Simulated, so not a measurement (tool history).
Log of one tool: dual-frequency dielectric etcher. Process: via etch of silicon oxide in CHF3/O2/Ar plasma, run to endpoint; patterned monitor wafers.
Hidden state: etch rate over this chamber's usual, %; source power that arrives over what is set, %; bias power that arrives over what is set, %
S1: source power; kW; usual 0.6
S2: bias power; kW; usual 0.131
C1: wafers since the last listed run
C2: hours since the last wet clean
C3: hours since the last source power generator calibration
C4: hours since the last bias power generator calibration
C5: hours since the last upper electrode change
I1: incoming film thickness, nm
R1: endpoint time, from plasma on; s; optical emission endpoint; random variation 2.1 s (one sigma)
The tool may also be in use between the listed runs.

run	hour	S1	S2	C1	C2	C3	C4	C5	I1	R1
1	0	0.65	0.131	0	225.6	2131.7	4247.9	2736.3	499.6	302.9
2	32.7	0.6	0.131	99	258.3	2164.4	4280.6	2769	506.6	313.4
3	63.7	0.6	0.131	94	289.3	2195.4	4311.6	2800	507.8	318.1
4	76.6	0.6	0.131	39	302.2	2208.3	4324.5	2812.9	505.4	315.6
# hour 116.3: upper electrode replaced
5	116.8	0.6	0.131	49	342.4	2248.5	4364.7	0.5	503.2	317.4
6	128.3	0.51	0.131	34	353.9	2260	4376.2	12	503.3	331.7
7	157.7	0.51	0.131	89	383.3	2289.4	4405.6	41.4	506.6	341.5
8	190.6	0.71	0.131	100	416.2	2322.3	4438.5	74.3	508	303.3
# hour 203.8: source power generator calibrated
# hour 222: wet clean of the chamber
9	222.5	0.47	0.131	29	0.5	18.7	4470.4	106.2	499.8	325
10	236	0.7	0.104	41	14	32.2	4483.9	119.7	498.5	304
# hour 242: bias power generator calibrated
11	254.6	0.7	0.099	44	32.6	50.8	12.6	138.3	503.9	311.2
12	295.7	0.64	0.143	125	73.7	91.9	53.7	179.4	509.4	299.7
13	359.2	0.6	0.131	193	137.2	155.4	117.2	242.9	507.7	310.8
14	374.1	0.6	0.131	45	152.1	170.3	132.1	257.8	505.3	313.2

Forecast each of these 4 alternatives for the next run:
A	374.6	0.6	0.131	1	152.6	170.8	132.6	258.3	505	?
B	374.6	0.75	0.158	1	152.6	170.8	132.6	258.3	505	?
C	374.6	0.66	0.114	1	152.6	170.8	132.6	258.3	505	?
D	374.6	0.64	0.155	1	152.6	170.8	132.6	258.3	505	?

run	R1
A	311.6
B	273.5
C	313.2
D	290.5
Without the tool's hidden state the same runs would have given:
run	R1
A	308.2
B	270.5
C	309.7
D	287.3
